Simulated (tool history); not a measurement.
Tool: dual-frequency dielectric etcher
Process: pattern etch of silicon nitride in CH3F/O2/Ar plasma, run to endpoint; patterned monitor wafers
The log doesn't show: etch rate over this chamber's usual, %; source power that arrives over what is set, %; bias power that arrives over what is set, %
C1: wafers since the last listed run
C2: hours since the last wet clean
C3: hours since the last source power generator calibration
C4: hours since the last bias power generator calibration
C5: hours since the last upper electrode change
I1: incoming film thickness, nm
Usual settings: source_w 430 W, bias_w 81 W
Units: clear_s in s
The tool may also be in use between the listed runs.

{"run": 1, "day": 0.0, "source_w": 350, "bias_w": 81, "C1": 0, "C2": 490.7, "C3": 4625.6, "C4": 3354.3, "C5": 3898.8, "I1": 46.94, "clear_s": 66.9}
{"run": 2, "day": 3.988, "source_w": 350, "bias_w": 81, "C1": 758, "C2": 586.4, "C3": 4721.3, "C4": 3450.0, "C5": 3994.5, "I1": 46.55, "clear_s": 66.5}
{"run": 3, "day": 8.362, "source_w": 430, "bias_w": 95, "C1": 832, "C2": 691.4, "C3": 4826.3, "C4": 3555.0, "C5": 4099.5, "I1": 46.42, "clear_s": 55.6}
{"day": 11.917, "done": "wet clean of the chamber"}
{"run": 4, "day": 11.938, "source_w": 430, "bias_w": 81, "C1": 489, "C2": 0.5, "C3": 4912.1, "C4": 3640.8, "C5": 4185.3, "I1": 46.53, "clear_s": 59.6}
{"run": 5, "day": 14.683, "source_w": 430, "bias_w": 81, "C1": 522, "C2": 66.4, "C3": 4978.0, "C4": 3706.7, "C5": 4251.2, "I1": 46.87, "clear_s": 60.3}
{"run": 6, "day": 18.392, "source_w": 430, "bias_w": 81, "C1": 705, "C2": 155.4, "C3": 5067.0, "C4": 3795.7, "C5": 4340.2, "I1": 47.14, "clear_s": 60.4}
{"day": 21.138, "done": "bias power generator calibrated"}
{"run": 7, "day": 22.121, "source_w": 430, "bias_w": 81, "C1": 677, "C2": 244.9, "C3": 5156.5, "C4": 23.6, "C5": 4429.7, "I1": 46.99, "clear_s": 61.8}
{"run": 8, "day": 24.104, "source_w": 430, "bias_w": 81, "C1": 377, "C2": 292.5, "C3": 5204.1, "C4": 71.2, "C5": 4477.3, "I1": 47.39, "clear_s": 61.8}
{"day": 24.712, "done": "source power generator calibrated"}
{"day": 28.767, "done": "upper electrode replaced, of another model than before"}
{"run": 9, "day": 28.788, "source_w": 430, "bias_w": 81, "C1": 668, "C2": 404.9, "C3": 97.8, "C4": 183.6, "C5": 0.5, "I1": 47.41, "clear_s": 61.9}
{"run": 10, "day": 31.238, "source_w": 430, "bias_w": 81, "C1": 465, "C2": 463.7, "C3": 156.6, "C4": 242.4, "C5": 59.3, "I1": 46.76, "clear_s": 61.5}
{"run": 11, "day": 33.579, "source_w": 430, "bias_w": 81, "C1": 445, "C2": 519.9, "C3": 212.8, "C4": 298.6, "C5": 115.5, "I1": 46.76, "clear_s": 61.2}
{"run": 12, "day": 35.704, "source_w": 430, "bias_w": 81, "C1": 404, "C2": 570.9, "C3": 263.8, "C4": 349.6, "C5": 166.5, "I1": 47.18, "clear_s": 61.9}
{"run": 13, "day": 39.867, "source_w": 430, "bias_w": 81, "C1": 791, "C2": 670.8, "C3": 363.7, "C4": 449.5, "C5": 266.4, "I1": 46.87, "clear_s": 61.2}
{"day": 42.171, "done": "wet clean of the chamber"}
{"run": 14, "day": 42.192, "source_w": 330, "bias_w": 91, "C1": 252, "C2": 0.5, "C3": 419.5, "C4": 505.3, "C5": 322.2, "I1": 46.38, "clear_s": 76.2}
{"run": 15, "day": 44.588, "source_w": 460, "bias_w": 94, "C1": 455, "C2": 58.0, "C3": 477.0, "C4": 562.8, "C5": 379.7, "I1": 46.72, "clear_s": 56.2}
{"run": 16, "day": 49.154, "source_w": 400, "bias_w": 98, "C1": 868, "C2": 167.6, "C3": 586.6, "C4": 672.4, "C5": 489.3, "I1": 47.21, "clear_s": 63.3}
{"run": 17, "day": 51.871, "source_w": 320, "bias_w": 81, "C1": 516, "C2": 232.8, "C3": 651.8, "C4": 737.6, "C5": 554.5, "I1": 46.78, "clear_s": 81.8}
{"run": 18, "day": 56.15, "source_w": 330, "bias_w": 81, "C1": 813, "C2": 335.5, "C3": 754.5, "C4": 840.3, "C5": 657.2, "I1": 46.87, "clear_s": 79.1}
{"run": 19, "day": 58.996, "source_w": 510, "bias_w": 94, "C1": 541, "C2": 403.8, "C3": 822.8, "C4": 908.6, "C5": 725.5, "I1": 46.62, "clear_s": 52.2}
{"run": 20, "day": 60.829, "source_w": 490, "bias_w": 89, "C1": 348, "C2": 447.8, "C3": 866.8, "C4": 952.6, "C5": 769.5, "I1": 47.19, "clear_s": 55.3}
{"run": 21, "day": 63.05, "source_w": 430, "bias_w": 73, "C1": 422, "C2": 501.1, "C3": 920.1, "C4": 1005.9, "C5": 822.8, "I1": 46.76, "clear_s": 62.4}
{"run": 22, "day": 65.088, "source_w": 540, "bias_w": 88, "C1": 387, "C2": 550.0, "C3": 969.0, "C4": 1054.8, "C5": 871.7, "I1": 47.35, "clear_s": 51.8}
{"run": 23, "day": 68.688, "source_w": 430, "bias_w": 76, "C1": 684, "C2": 636.4, "C3": 1055.4, "C4": 1141.2, "C5": 958.1, "I1": 47.44, "clear_s": 62.6}
{"day": 72.3, "done": "wet clean of the chamber"}
{"run": 24, "day": 72.321, "source_w": 430, "bias_w": 81, "C1": 500, "C2": 0.5, "C3": 1142.6, "C4": 1228.4, "C5": 1045.3, "I1": 46.7, "clear_s": 61.3}
{"run": 25, "day": 76.454, "source_w": 510, "bias_w": 95, "C1": 786, "C2": 99.7, "C3": 1241.8, "C4": 1327.6, "C5": 1144.5, "I1": 46.96, "clear_s": 52.7}
{"run": 26, "day": 79.067, "source_w": 340, "bias_w": 66, "C1": 496, "C2": 162.4, "C3": 1304.5, "C4": 1390.3, "C5": 1207.2, "I1": 46.53, "clear_s": 78.9}
{"run": 27, "day": 81.867, "source_w": 430, "bias_w": 81, "C1": 532, "C2": 229.6, "C3": 1371.7, "C4": 1457.5, "C5": 1274.4, "I1": 46.87, "clear_s": 60.9}
{"run": 28, "day": 84.542, "source_w": 520, "bias_w": 66, "C1": 508, "C2": 293.8, "C3": 1435.9, "C4": 1521.7, "C5": 1338.6, "I1": 46.69, "clear_s": 55.1}
{"run": 29, "day": 88.754, "source_w": 430, "bias_w": 68, "C1": 801, "C2": 394.9, "C3": 1537.0, "C4": 1622.8, "C5": 1439.7, "I1": 46.31, "clear_s": 62.6}
{"run": 30, "day": 92.721, "source_w": 430, "bias_w": 81, "C1": 754, "C2": 490.1, "C3": 1632.2, "C4": 1718.0, "C5": 1534.9, "I1": 46.96, "clear_s": 61.6}
{"run": 31, "day": 94.904, "source_w": 430, "bias_w": 81, "C1": 415, "C2": 542.5, "C3": 1684.6, "C4": 1770.4, "C5": 1587.3, "I1": 46.36, "clear_s": 60.6}
{"run": 32, "day": 98.146, "source_w": 430, "bias_w": 81, "C1": 616, "C2": 620.3, "C3": 1762.4, "C4": 1848.2, "C5": 1665.1, "I1": 46.65, "clear_s": 60.7}
{"day": 99.362, "done": "wet clean of the chamber"}
{"run": 33, "day": 109.642, "source_w": 430, "bias_w": 81, "C1": 1996, "C2": 246.7, "C3": 2038.3, "C4": 2124.1, "C5": 1941.0, "I1": 47.38, "clear_s": 62.0}
{"run": 34, "day": 113.446, "source_w": 430, "bias_w": 81, "C1": 723, "C2": 338.0, "C3": 2129.6, "C4": 2215.4, "C5": 2032.3, "I1": 46.92, "clear_s": 61.2}
{"run": 35, "day": 116.021, "source_w": 430, "bias_w": 91, "C1": 489, "C2": 399.8, "C3": 2191.4, "C4": 2277.2, "C5": 2094.1, "I1": 46.85, "clear_s": 59.9}

Forecast each of these 4 alternatives for the next run:
{"run": "A", "day": 116.038, "source_w": 430, "bias_w": 81, "C1": 3, "C2": 400.2, "C3": 2191.8, "C4": 2277.6, "C5": 2094.5, "I1": 47.33, "clear_s": "?"}
{"run": "B", "day": 116.038, "source_w": 360, "bias_w": 81, "C1": 3, "C2": 400.2, "C3": 2191.8, "C4": 2277.6, "C5": 2094.5, "I1": 47.33, "clear_s": "?"}
{"run": "C", "day": 116.038, "source_w": 340, "bias_w": 95, "C1": 3, "C2": 400.2, "C3": 2191.8, "C4": 2277.6, "C5": 2094.5, "I1": 47.33, "clear_s": "?"}
{"run": "D", "day": 116.038, "source_w": 530, "bias_w": 62, "C1": 3, "C2": 400.2, "C3": 2191.8, "C4": 2277.6, "C5": 2094.5, "I1": 47.33, "clear_s": "?"}

run=A clear_s=61.8
run=B clear_s=72.3
run=C clear_s=74.2
run=D clear_s=55.7
Without the tool's hidden state the same runs would have given:
run=A clear_s=62.2
run=B clear_s=72.7
run=C clear_s=74.7
run=D clear_s=56.0

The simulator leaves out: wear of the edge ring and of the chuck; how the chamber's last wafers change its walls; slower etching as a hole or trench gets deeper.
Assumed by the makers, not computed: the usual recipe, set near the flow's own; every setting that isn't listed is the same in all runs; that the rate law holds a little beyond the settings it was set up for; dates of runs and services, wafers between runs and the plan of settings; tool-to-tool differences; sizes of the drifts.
